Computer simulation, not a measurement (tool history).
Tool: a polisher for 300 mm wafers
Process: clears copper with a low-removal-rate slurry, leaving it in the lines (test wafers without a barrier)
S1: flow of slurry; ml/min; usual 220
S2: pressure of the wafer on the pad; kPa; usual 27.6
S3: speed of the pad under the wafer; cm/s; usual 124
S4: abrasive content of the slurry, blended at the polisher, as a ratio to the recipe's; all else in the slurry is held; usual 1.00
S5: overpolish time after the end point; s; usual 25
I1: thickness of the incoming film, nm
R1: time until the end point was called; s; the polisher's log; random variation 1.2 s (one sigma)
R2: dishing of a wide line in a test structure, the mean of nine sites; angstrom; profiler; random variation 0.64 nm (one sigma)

| run | hour | S1 | S2 | S3 | S4 | S5 | I1 | R1 | R2 |
|---|---|---|---|---|---|---|---|---|---|
| 1 | 0.0 | 220 | 27.6 | 124 | 1.00 | 25 | 557.4 | 135.2 | 466 |
| 2 | 31.8 | 220 | 27.6 | 124 | 1.00 | 25 | 565.6 | 136.2 | 474 |
| 3 | 76.7 | 220 | 27.6 | 124 | 1.00 | 25 | 564.6 | 134.3 | 465 |
| 4 | 117.8 | 220 | 27.6 | 124 | 1.00 | 25 | 573.1 | 136.1 | 461 |
| 5 | 157.4 | 220 | 27.6 | 124 | 1.00 | 25 | 563.4 | 135.6 | 462 |
| 6 | 228.3 | 220 | 27.6 | 124 | 1.00 | 25 | 563.1 | 135.5 | 468 |
|  | 236.2 | slurry blender recalibrated |
| 7 | 296.3 | 220 | 27.6 | 124 | 1.00 | 25 | 567.2 | 136.1 | 477 |
|  | 332.0 | worn pad replaced by a new one |
| 8 | 355.6 | 260 | 27.6 | 124 | 1.00 | 20 | 567.0 | 135.5 | 428 |
| 9 | 381.1 | 260 | 27.6 | 124 | 1.00 | 20 | 573.4 | 135.5 | 414 |
| 10 | 415.0 | 260 | 27.6 | 124 | 1.00 | 20 | 554.6 | 133.2 | 420 |
| 11 | 476.5 | 220 | 27.6 | 124 | 1.00 | 25 | 569.2 | 139.1 | 476 |
| 12 | 531.0 | 220 | 27.6 | 124 | 1.00 | 25 | 561.3 | 133.7 | 464 |
|  | 548.6 | slurry blender recalibrated |
|  | 571.2 | slurry nozzle cleaned |
| 13 | 573.2 | 220 | 27.6 | 152 | 1.00 | 10 | 565.3 | 119.2 | 296 |
|  | 608.3 | head pressure recalibrated |
| 14 | 624.4 | 220 | 27.6 | 124 | 1.00 | 25 | 556.4 | 133.4 | 471 |
| 15 | 656.4 | 220 | 27.6 | 110 | 1.00 | 25 | 568.9 | 146.8 | 451 |
|  | 680.6 | worn pad replaced by a new one |
| 16 | 783.0 | 290 | 27.6 | 124 | 1.00 | 25 | 568.5 | 132.7 | 475 |
| 17 | 842.1 | 220 | 27.6 | 124 | 1.00 | 25 | 563.3 | 133.9 | 479 |
|  | 849.2 | slurry blender recalibrated |
| 18 | 875.0 | 250 | 27.6 | 124 | 1.00 | 32 | 560.3 | 133.0 | 529 |
| 19 | 943.1 | 220 | 27.6 | 124 | 1.15 | 25 | 552.9 | 127.9 | 469 |
| 20 | 974.4 | 220 | 27.6 | 124 | 1.00 | 34 | 567.4 | 135.7 | 534 |
|  | 1025.1 | worn pad replaced by a new one |
| 21 | 1025.6 | 220 | 27.6 | 124 | 1.00 | 25 | 566.1 | 135.8 | 464 |
| 22 | 1055.1 | 220 | 27.6 | 162 | 1.00 | 25 | 563.7 | 112.9 | 504 |
| 23 | 1080.9 | 220 | 27.6 | 124 | 0.80 | 10 | 557.6 | 144.2 | 250 |
| 24 | 1129.2 | 200 | 36.5 | 124 | 1.15 | 25 | 568.8 | 102.1 | 534 |
| 25 | 1183.3 | 220 | 27.6 | 166 | 1.00 | 25 | 556.7 | 108.8 | 517 |
|  | 1219.4 | slurry nozzle cleaned |
| 26 | 1245.0 | 220 | 24.8 | 124 | 1.00 | 34 | 565.4 | 148.6 | 504 |
|  | 1253.3 | slurry blender recalibrated |
| 27 | 1286.8 | 220 | 27.6 | 94 | 0.75 | 25 | 563.8 | 174.7 | 417 |

5 ways to go on from here, each from the tool as it stands after run 27. What would each give?
| A | 1287.3 | 220 | 27.6 | 124 | 1.00 | 25 | 557.8 | ? | ? |
| B | 1287.3 | 220 | 23.4 | 144 | 0.80 | 25 | 557.8 | ? | ? |
| C | 1287.3 | 220 | 27.6 | 124 | 1.20 | 25 | 557.8 | ? | ? |
| D | 1287.3 | 220 | 27.6 | 94 | 1.00 | 21 | 557.8 | ? | ? |
| E | 1287.3 | 220 | 22.1 | 124 | 1.20 | 32 | 557.8 | ? | ? |

| run | R1 | R2 |
|---|---|---|
| A | 133.4 | 472 |
| B | 152.3 | 439 |
| C | 126.8 | 483 |
| D | 156.4 | 396 |
| E | 158.5 | 482 |
Without the tool's hidden state the same runs would have given:
| run | R1 | R2 |
|---|---|---|
| A | 133.4 | 472 |
| B | 152.3 | 439 |
| C | 126.8 | 483 |
| D | 156.4 | 396 |
| E | 158.5 | 482 |
